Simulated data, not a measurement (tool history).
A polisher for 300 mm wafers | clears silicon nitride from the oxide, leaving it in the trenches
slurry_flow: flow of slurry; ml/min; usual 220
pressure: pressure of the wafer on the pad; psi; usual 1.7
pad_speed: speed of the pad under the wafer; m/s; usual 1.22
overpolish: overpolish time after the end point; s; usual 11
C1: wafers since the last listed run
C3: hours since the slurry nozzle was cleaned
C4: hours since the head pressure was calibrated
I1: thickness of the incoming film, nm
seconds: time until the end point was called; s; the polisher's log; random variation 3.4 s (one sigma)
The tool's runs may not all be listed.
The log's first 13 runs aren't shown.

{"run": 14, "day": 20.971, "slurry_flow": 220, "pressure": 1.7, "pad_speed": 1.22, "overpolish": 11, "C1": 243, "wafers polished on this pad": 2432, "C3": 408.3, "C4": 1060.4, "I1": 99.6, "seconds": 185.3}
{"day": 22.608, "done": "worn pad replaced by a new one"}
{"run": 15, "day": 23.496, "slurry_flow": 185, "pressure": 1.7, "pad_speed": 1.22, "overpolish": 11, "C1": 563, "wafers polished on this pad": 212, "C3": 468.9, "C4": 1121, "I1": 99.5, "seconds": 177.1}
{"run": 16, "day": 24.717, "slurry_flow": 185, "pressure": 1.7, "pad_speed": 1.22, "overpolish": 11, "C1": 291, "wafers polished on this pad": 503, "C3": 498.2, "C4": 1150.3, "I1": 101.4, "seconds": 185.6}
{"run": 17, "day": 26.812, "slurry_flow": 255, "pressure": 2.2, "pad_speed": 1.22, "overpolish": 8, "C1": 500, "wafers polished on this pad": 1004, "C3": 548.5, "C4": 1200.6, "I1": 99, "seconds": 133.4}
{"day": 27.125, "done": "slurry nozzle cleaned"}
{"run": 18, "day": 28.608, "slurry_flow": 185, "pressure": 1.7, "pad_speed": 1.22, "overpolish": 11, "C1": 418, "wafers polished on this pad": 1423, "C3": 35.6, "C4": 1243.7, "I1": 99.9, "seconds": 181.2}
{"day": 30.15, "done": "head pressure recalibrated"}
{"run": 19, "day": 30.171, "slurry_flow": 150, "pressure": 1.2, "pad_speed": 0.84, "overpolish": 7, "C1": 353, "wafers polished on this pad": 1776, "C3": 73.1, "C4": 0.5, "I1": 100, "seconds": 340.8}
{"run": 20, "day": 31.683, "slurry_flow": 220, "pressure": 1.7, "pad_speed": 1.02, "overpolish": 9, "C1": 361, "wafers polished on this pad": 2138, "C3": 109.4, "C4": 36.8, "I1": 100.4, "seconds": 205.8}
{"run": 21, "day": 33.967, "slurry_flow": 290, "pressure": 1.3, "pad_speed": 1.6, "overpolish": 11, "C1": 545, "wafers polished on this pad": 2683, "C3": 164.2, "C4": 91.6, "I1": 98.4, "seconds": 199.6}
{"day": 34.867, "done": "worn pad replaced by a new one, of another model than before"}
{"run": 22, "day": 36.412, "slurry_flow": 170, "pressure": 1.5, "pad_speed": 1.58, "overpolish": 5, "C1": 544, "wafers polished on this pad": 368, "C3": 222.9, "C4": 150.3, "I1": 100.1, "seconds": 178.5}
{"run": 23, "day": 39.283, "slurry_flow": 220, "pressure": 1.7, "pad_speed": 1.22, "overpolish": 11, "C1": 685, "wafers polished on this pad": 1054, "C3": 291.8, "C4": 219.2, "I1": 100.2, "seconds": 180.1}
{"run": 24, "day": 42.179, "slurry_flow": 245, "pressure": 1.9, "pad_speed": 1.22, "overpolish": 6, "C1": 691, "wafers polished on this pad": 1746, "C3": 361.3, "C4": 288.7, "I1": 98.9, "seconds": 160.5}
{"run": 25, "day": 45.15, "slurry_flow": 275, "pressure": 1.5, "pad_speed": 1.02, "overpolish": 11, "C1": 709, "wafers polished on this pad": 2455, "C3": 432.6, "C4": 360, "I1": 100.6, "seconds": 226.6}
{"day": 47.204, "done": "worn pad replaced by a new one"}
{"run": 26, "day": 47.588, "slurry_flow": 220, "pressure": 1.7, "pad_speed": 1.22, "overpolish": 6, "C1": 542, "wafers polished on this pad": 91, "C3": 491.1, "C4": 418.5, "I1": 100.3, "seconds": 177.4}
{"day": 48.896, "done": "slurry nozzle cleaned"}
{"run": 27, "day": 49.317, "slurry_flow": 260, "pressure": 1.7, "pad_speed": 1.48, "overpolish": 11, "C1": 403, "wafers polished on this pad": 494, "C3": 10.1, "C4": 460, "I1": 98.4, "seconds": 159.7}
{"run": 28, "day": 51.646, "slurry_flow": 155, "pressure": 1.7, "pad_speed": 1.22, "overpolish": 11, "C1": 556, "wafers polished on this pad": 1050, "C3": 66, "C4": 515.9, "I1": 99.9, "seconds": 184.4}
{"run": 29, "day": 54.362, "slurry_flow": 220, "pressure": 2.1, "pad_speed": 1.22, "overpolish": 13, "C1": 648, "wafers polished on this pad": 1699, "C3": 131.2, "C4": 581.1, "I1": 101.2, "seconds": 155.4}
{"run": 30, "day": 55.717, "slurry_flow": 220, "pressure": 1.7, "pad_speed": 1.22, "overpolish": 11, "C1": 323, "wafers polished on this pad": 2023, "C3": 163.7, "C4": 613.6, "I1": 100.9, "seconds": 189.8}
{"day": 58.042, "done": "worn pad replaced by a new one"}
{"run": 31, "day": 58.062, "slurry_flow": 220, "pressure": 2.3, "pad_speed": 1.22, "overpolish": 11, "C1": 520, "wafers polished on this pad": 5, "C3": 220, "C4": 669.9, "I1": 99.3, "seconds": 139.7}
{"run": 32, "day": 60.396, "slurry_flow": 220, "pressure": 1.5, "pad_speed": 1.22, "overpolish": 11, "C1": 557, "wafers polished on this pad": 562, "C3": 276, "C4": 725.9, "I1": 100, "seconds": 195.8}

Forecast each of these 4 alternatives for the next run:
{"run": "A", "day": 60.417, "slurry_flow": 220, "pressure": 1.7, "pad_speed": 0.92, "overpolish": 11, "C1": 4, "wafers polished on this pad": 567, "C3": 276.5, "C4": 726.4, "I1": 100.1, "seconds": "?"}
{"run": "B", "day": 60.417, "slurry_flow": 150, "pressure": 1.9, "pad_speed": 1.06, "overpolish": 17, "C1": 4, "wafers polished on this pad": 567, "C3": 276.5, "C4": 726.4, "I1": 100.1, "seconds": "?"}
{"run": "C", "day": 60.417, "slurry_flow": 220, "pressure": 1.4, "pad_speed": 1.22, "overpolish": 11, "C1": 4, "wafers polished on this pad": 567, "C3": 276.5, "C4": 726.4, "I1": 100.1, "seconds": "?"}
{"run": "D", "day": 60.417, "slurry_flow": 220, "pressure": 1.7, "pad_speed": 1.5, "overpolish": 11, "C1": 4, "wafers polished on this pad": 567, "C3": 276.5, "C4": 726.4, "I1": 100.1, "seconds": "?"}

run=A seconds=191.9
run=B seconds=169.4
run=C seconds=197.6
run=D seconds=154.6
Without the tool's hidden state the same runs would have given:
run=A seconds=190.9
run=B seconds=168.5
run=C seconds=196.5
run=D seconds=153.8
